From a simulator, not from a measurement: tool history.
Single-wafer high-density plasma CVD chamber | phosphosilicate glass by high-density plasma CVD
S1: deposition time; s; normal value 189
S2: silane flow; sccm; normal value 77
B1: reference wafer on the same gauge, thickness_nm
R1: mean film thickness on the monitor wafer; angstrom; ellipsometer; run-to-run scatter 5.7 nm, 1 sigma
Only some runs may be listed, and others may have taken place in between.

run 1 day=0.000 | S1=189 S2=77 | B1=1240.428 | R1=14614.49
run 2 day=1.304 | S1=189 S2=77 | B1=1239.832 | R1=14552.42
run 3 day=2.854 | S1=189 S2=89 | B1=1239.152 | R1=16781.58
run 4 day=4.204 | S1=166 S2=77 | B1=1238.734 | R1=12806.08
run 5 day=6.533 | S1=179 S2=77 | B1=1240.697 | R1=13765.76
run 6 day=8.683 | S1=179 S2=77 | B1=1239.734 | R1=13805.06
run 7 day=11.050 | S1=201 S2=66 | B1=1239.750 | R1=13366.36
run 8 day=12.562 | S1=201 S2=66 | B1=1239.183 | R1=13431.79
run 9 day=15.179 | S1=189 S2=77 | B1=1239.846 | R1=14517.11
run 10 day=17.779 | S1=189 S2=77 | B1=1240.148 | R1=14526.28
run 11 day=19.388 | S1=189 S2=77 | B1=1239.884 | R1=14562.73
run 12 day=21.146 | S1=189 S2=77 | B1=1239.944 | R1=14477.98
run 13 day=23.488 | S1=189 S2=77 | B1=1240.505 | R1=14458.19
run 14 day=25.567 | S1=189 S2=77 | B1=1238.684 | R1=14424.92
run 15 day=27.992 | S1=162 S2=77 | B1=1241.317 | R1=12341.71
run 16 day=30.221 | S1=162 S2=77 | B1=1238.936 | R1=12387.71
run 17 day=33.183 | S1=162 S2=77 | B1=1240.196 | R1=12367.18
run 18 day=35.121 | S1=189 S2=77 | B1=1240.089 | R1=14326.04
run 19 day=36.508 | S1=189 S2=77 | B1=1239.639 | R1=14455.18
run 20 day=38.608 | S1=189 S2=77 | B1=1239.893 | R1=14357.69
run 21 day=39.792 | S1=189 S2=77 | B1=1238.940 | R1=14348.06
run 22 day=42.662 | S1=189 S2=77 | B1=1238.986 | R1=14391.34
run 23 day=45.354 | S1=189 S2=77 | B1=1240.489 | R1=14318.22
run 24 day=47.929 | S1=214 S2=92 | B1=1241.321 | R1=19248.72
run 25 day=50.567 | S1=212 S2=64 | B1=1239.808 | R1=13340.29
run 26 day=51.888 | S1=221 S2=82 | B1=1241.541 | R1=17689.46
run 27 day=53.958 | S1=177 S2=68 | B1=1239.713 | R1=11828.04
run 28 day=55.496 | S1=202 S2=87 | B1=1241.039 | R1=17161.75
run 29 day=56.967 | S1=172 S2=68 | B1=1240.917 | R1=11563.97
-- day=57.696 gauge calibrated
-- day=59.654 silane flow controller replaced
run 30 day=59.675 | S1=212 S2=89 | B1=1239.785 | R1=19715.23
run 31 day=61.654 | S1=151 S2=77 | B1=1240.036 | R1=12211.00
run 32 day=63.054 | S1=189 S2=77 | B1=1241.145 | R1=15297.22
run 33 day=64.412 | S1=209 S2=65 | B1=1239.436 | R1=14326.96
run 34 day=65.533 | S1=189 S2=77 | B1=1238.726 | R1=15294.32
run 35 day=67.771 | S1=210 S2=70 | B1=1241.100 | R1=15347.45
run 36 day=73.917 | S1=189 S2=77 | B1=1240.338 | R1=15156.97
run 37 day=75.350 | S1=217 S2=71 | B1=1240.346 | R1=16086.47
run 38 day=79.104 | S1=175 S2=70 | B1=1238.714 | R1=12758.69
run 39 day=80.962 | S1=214 S2=77 | B1=1240.849 | R1=16991.35
run 40 day=83.154 | S1=189 S2=77 | B1=1240.633 | R1=15005.93
run 41 day=85.804 | S1=189 S2=77 | B1=1240.517 | R1=15023.82
run 42 day=87.196 | S1=189 S2=92 | B1=1239.560 | R1=17823.31
run 43 day=89.846 | S1=217 S2=85 | B1=1240.473 | R1=19117.77

Hidden state or all else? Some run-to-run changes of R1, split into what the settings, what came in and random variation would give without the hidden state, and what is left for the hidden state (with any gauge scatter that isn't in both results):
The tool's hidden condition here consists of: delivered silane flow above the setpoint (%); gauge reads high (%).
Run 24 -> 25: S1 214 -> 212, S2 92 -> 64. R1 -5908.43 angstrom: hidden state +343.67, all else -6252.10.
Run 26 -> 27: S1 221 -> 177, S2 82 -> 68. R1 -5861.42 angstrom: hidden state +356.99, all else -6218.41.
Run 28 -> 29: S1 202 -> 172, S2 87 -> 68. R1 -5597.78 angstrom: hidden state +353.68, all else -5951.46.
Run 29 -> 30: S1 172 -> 212, S2 68 -> 89, gauge calibrated, silane flow controller replaced. R1 +8151.26 angstrom: hidden state +856.12, all else +7295.14.
Run 30 -> 31: S1 212 -> 151, S2 89 -> 77. R1 -7504.23 angstrom: hidden state -48.37, all else -7455.86.

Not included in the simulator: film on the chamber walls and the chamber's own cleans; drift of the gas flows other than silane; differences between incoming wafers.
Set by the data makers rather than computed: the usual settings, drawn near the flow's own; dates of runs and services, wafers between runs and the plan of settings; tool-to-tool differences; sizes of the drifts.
